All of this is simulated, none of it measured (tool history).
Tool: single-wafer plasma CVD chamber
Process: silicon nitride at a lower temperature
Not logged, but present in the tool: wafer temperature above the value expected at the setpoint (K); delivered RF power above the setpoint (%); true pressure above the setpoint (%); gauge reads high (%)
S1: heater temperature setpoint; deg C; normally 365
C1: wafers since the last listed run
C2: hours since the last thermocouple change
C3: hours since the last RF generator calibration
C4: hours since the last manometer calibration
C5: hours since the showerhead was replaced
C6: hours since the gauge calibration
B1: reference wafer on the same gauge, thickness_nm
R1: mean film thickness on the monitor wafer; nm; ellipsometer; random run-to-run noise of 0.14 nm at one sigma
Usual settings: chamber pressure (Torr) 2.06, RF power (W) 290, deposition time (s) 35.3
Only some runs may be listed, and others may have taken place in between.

Run 1, hour 0.0: usual settings; C1 0; C2 540.0; C3 1846.2; C4 1783.1; C5 5300.0; C6 1438.3; B1 45.689. Result: R1 39.374 nm.
Run 2, hour 52.0: usual settings but chamber pressure (Torr) 1.80, deposition time (s) 33.4; C1 1490; C2 592.0; C3 1898.2; C4 1835.1; C5 5352.0; C6 1490.3; B1 45.644. Result: R1 36.134 nm.
Run 3, hour 105.6: usual settings but RF power (W) 325; C1 1536; C2 645.6; C3 1951.8; C4 1888.7; C5 5405.6; C6 1543.9; B1 45.741. Result: R1 43.198 nm.
Run 4, hour 151.9: usual settings; C1 1327; C2 691.9; C3 1998.1; C4 1935.0; C5 5451.9; C6 1590.2; B1 45.707. Result: R1 39.108 nm.
Run 5, hour 178.0: usual settings; C1 748; C2 718.0; C3 2024.2; C4 1961.1; C5 5478.0; C6 1616.3; B1 45.658. Result: R1 38.976 nm.
Run 6, hour 205.1: usual settings; C1 776; C2 745.1; C3 2051.3; C4 1988.2; C5 5505.1; C6 1643.4; B1 45.721. Result: R1 38.918 nm.
At hour 245.7: RF generator calibrated.
Run 7, hour 246.2: usual settings; C1 949; C2 786.2; C3 0.5; C4 2029.3; C5 5546.2; C6 1684.5; B1 45.749. Result: R1 40.231 nm.
At hour 301.7: gauge calibrated.
Run 8, hour 303.8: usual settings but chamber pressure (Torr) 2.40, deposition time (s) 38.6; C1 1651; C2 843.8; C3 58.1; C4 2086.9; C5 5603.8; C6 2.1; B1 45.669. Result: R1 45.152 nm.
Run 9, hour 363.4: usual settings but deposition time (s) 39.1; C1 1708; C2 903.4; C3 117.7; C4 2146.5; C5 5663.4; C6 61.7; B1 45.723. Result: R1 44.268 nm.
Run 10, hour 391.1: usual settings but S1 370 deg C, RF power (W) 250; C1 794; C2 931.1; C3 145.4; C4 2174.2; C5 5691.1; C6 89.4; B1 45.667. Result: R1 34.708 nm.
Run 11, hour 563.0: usual settings but RF power (W) 345, deposition time (s) 37.1; C1 4928; C2 1103.0; C3 317.3; C4 2346.1; C5 5863.0; C6 261.3; B1 45.672. Result: R1 47.857 nm.
At hour 606.1: thermocouple changed; heater temperature recalibrated.
Run 12, hour 606.6: usual settings but chamber pressure (Torr) 2.42; C1 1020; C2 0.5; C3 360.9; C4 2389.7; C5 5906.6; C6 304.9; B1 45.715. Result: R1 40.928 nm.
Run 13, hour 677.7: usual settings but chamber pressure (Torr) 1.76, RF power (W) 270; C1 2038; C2 71.6; C3 432.0; C4 2460.8; C5 5977.7; C6 376.0; B1 45.716. Result: R1 36.282 nm.
Run 14, hour 704.5: usual settings but S1 361 deg C; C1 768; C2 98.4; C3 458.8; C4 2487.6; C5 6004.5; C6 402.8; B1 45.696. Result: R1 39.431 nm.
Run 15, hour 736.9: usual settings but chamber pressure (Torr) 2.21, RF power (W) 250, deposition time (s) 40.2; C1 928; C2 130.8; C3 491.2; C4 2520.0; C5 6036.9; C6 435.2; B1 45.787. Result: R1 39.984 nm.
Run 16, hour 802.5: usual settings but S1 359 deg C, chamber pressure (Torr) 1.75, RF power (W) 325, deposition time (s) 42.3; C1 1880; C2 196.4; C3 556.8; C4 2585.6; C5 6102.5; C6 500.8; B1 45.717. Result: R1 50.474 nm.
Run 17, hour 829.4: usual settings but S1 352 deg C, chamber pressure (Torr) 1.81, deposition time (s) 32.3; C1 771; C2 223.3; C3 583.7; C4 2612.5; C5 6129.4; C6 527.7; B1 45.683. Result: R1 35.701 nm.
Run 18, hour 874.5: usual settings but deposition time (s) 29.3; C1 1293; C2 268.4; C3 628.8; C4 2657.6; C5 6174.5; C6 572.8; B1 45.677. Result: R1 32.876 nm.
Run 19, hour 901.2: usual settings but chamber pressure (Torr) 2.26, deposition time (s) 41.4; C1 765; C2 295.1; C3 655.5; C4 2684.3; C5 6201.2; C6 599.5; B1 45.747. Result: R1 47.509 nm.
Run 20, hour 948.9: usual settings; C1 1367; C2 342.8; C3 703.2; C4 2732.0; C5 6248.9; C6 647.2; B1 45.712. Result: R1 39.592 nm.
Run 21, hour 1012.0: usual settings but S1 355 deg C, RF power (W) 270, deposition time (s) 31.7; C1 1809; C2 405.9; C3 766.3; C4 2795.1; C5 6312.0; C6 710.3; B1 45.752. Result: R1 33.350 nm.
At hour 1083.4: capacitance manometer re-zeroed and calibrated.
At hour 1149.3: showerhead replaced.
Run 22, hour 1198.5: usual settings but S1 361 deg C, chamber pressure (Torr) 2.34, RF power (W) 245, deposition time (s) 39.4; C1 4888; C2 592.4; C3 952.8; C4 115.1; C5 49.2; C6 896.8; B1 45.674. Result: R1 38.821 nm.
Run 23, hour 1257.4: usual settings but RF power (W) 240; C1 1688; C2 651.3; C3 1011.7; C4 174.0; C5 108.1; C6 955.7; B1 45.699. Result: R1 33.046 nm.
Run 24, hour 1290.1: usual settings but S1 361 deg C; C1 937; C2 684.0; C3 1044.4; C4 206.7; C5 140.8; C6 988.4; B1 45.674. Result: R1 39.175 nm.
Run 25, hour 1319.9: usual settings but S1 361 deg C, chamber pressure (Torr) 2.51; C1 854; C2 713.8; C3 1074.2; C4 236.5; C5 170.6; C6 1018.2; B1 45.681. Result: R1 40.953 nm.
Run 26, hour 1347.1: usual settings but S1 356 deg C, chamber pressure (Torr) 1.55, RF power (W) 240, deposition time (s) 37.9; C1 779; C2 741.0; C3 1101.4; C4 263.7; C5 197.8; C6 1045.4; B1 45.695. Result: R1 33.795 nm.
Run 27, hour 1397.3: usual settings but deposition time (s) 29.3; C1 1439; C2 791.2; C3 1151.6; C4 313.9; C5 248.0; C6 1095.6; B1 45.731. Result: R1 32.646 nm.
Run 28, hour 1459.2: usual settings; C1 1774; C2 853.1; C3 1213.5; C4 375.8; C5 309.9; C6 1157.5; B1 45.659. Result: R1 39.040 nm.
Run 29, hour 1655.8: usual settings but S1 355 deg C, RF power (W) 270, deposition time (s) 31.7; C1 5636; C2 1049.7; C3 1410.1; C4 572.4; C5 506.5; C6 1354.1; B1 45.695. Result: R1 33.324 nm.

Had the tool no unlogged condition, and each run kept its random variation, what would the results have been?
run      R1
  1  40.282
  2  36.973
  3  44.172
  4  40.027
  5  39.895
  6  39.838
  7  40.268
  8  45.269
  9  44.455
 10  34.886
 11  48.254
 12  41.327
 13  36.699
 14  39.886
 15  40.486
 16  51.110
 17  36.185
 18  33.344
 19  48.203
 20  40.196
 21  33.903
 22  39.554
 23  33.713
 24  39.913
 25  41.735
 26  34.504
 27  33.289
 28  39.826
 29  34.061
